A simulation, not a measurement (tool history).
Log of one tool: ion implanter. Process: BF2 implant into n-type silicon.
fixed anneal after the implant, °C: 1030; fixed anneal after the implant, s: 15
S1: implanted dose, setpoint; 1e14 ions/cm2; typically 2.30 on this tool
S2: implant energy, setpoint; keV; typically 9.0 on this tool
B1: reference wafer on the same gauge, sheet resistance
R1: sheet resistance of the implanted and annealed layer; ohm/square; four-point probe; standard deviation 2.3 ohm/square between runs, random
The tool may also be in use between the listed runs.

run 1 hour=0.0 | S1=1.77 S2=11.0 | B1=500.31 | R1=634.50
run 2 hour=97.9 | S1=1.77 S2=11.0 | B1=499.12 | R1=635.59
run 3 hour=117.1 | S1=2.30 S2=10.0 | B1=499.00 | R1=512.91
run 4 hour=146.4 | S1=2.30 S2=10.0 | B1=499.66 | R1=514.09
run 5 hour=161.1 | S1=2.69 S2=9.0 | B1=498.28 | R1=462.24
run 6 hour=179.4 | S1=2.69 S2=9.0 | B1=498.07 | R1=456.74
run 7 hour=209.9 | S1=2.69 S2=9.0 | B1=499.25 | R1=460.34
run 8 hour=229.2 | S1=2.59 S2=9.0 | B1=498.18 | R1=474.24
-- hour=239.2 gauge calibrated
-- hour=243.7 extraction supply calibrated
run 9 hour=244.6 | S1=2.30 S2=9.0 | B1=509.22 | R1=530.29
run 10 hour=278.2 | S1=2.51 S2=10.0 | B1=507.48 | R1=484.82
run 11 hour=303.2 | S1=2.69 S2=9.0 | B1=505.92 | R1=467.59
run 12 hour=376.3 | S1=2.69 S2=9.0 | B1=502.80 | R1=467.79
-- hour=401.1 Faraday cup replaced and dose calibrated
run 13 hour=409.3 | S1=2.05 S2=8.0 | B1=502.59 | R1=588.42
run 14 hour=426.5 | S1=2.57 S2=12.0 | B1=501.98 | R1=457.31
run 15 hour=446.3 | S1=2.60 S2=9.0 | B1=502.64 | R1=475.45
run 16 hour=473.8 | S1=1.96 S2=8.0 | B1=501.30 | R1=606.31
run 17 hour=500.2 | S1=2.56 S2=7.5 | B1=500.97 | R1=496.29
run 18 hour=529.6 | S1=2.30 S2=9.0 | B1=499.89 | R1=521.87
run 19 hour=564.8 | S1=2.53 S2=11.0 | B1=500.15 | R1=468.55

Forecast each of these 3 alternatives for the next run:
run A hour=565.2 | S1=2.30 S2=9.0 | B1=? | R1=?
run B hour=565.2 | S1=1.62 S2=11.0 | B1=? | R1=?
run C hour=565.2 | S1=1.94 S2=10.5 | B1=? | R1=?

run=A B1=500.46 R1=522.45
run=B B1=500.46 R1=688.50
run=C B1=500.46 R1=590.92
What these runs would have given with no unlogged condition in the tool:
run=A R1=532.74
run=B R1=702.06
run=C R1=602.56
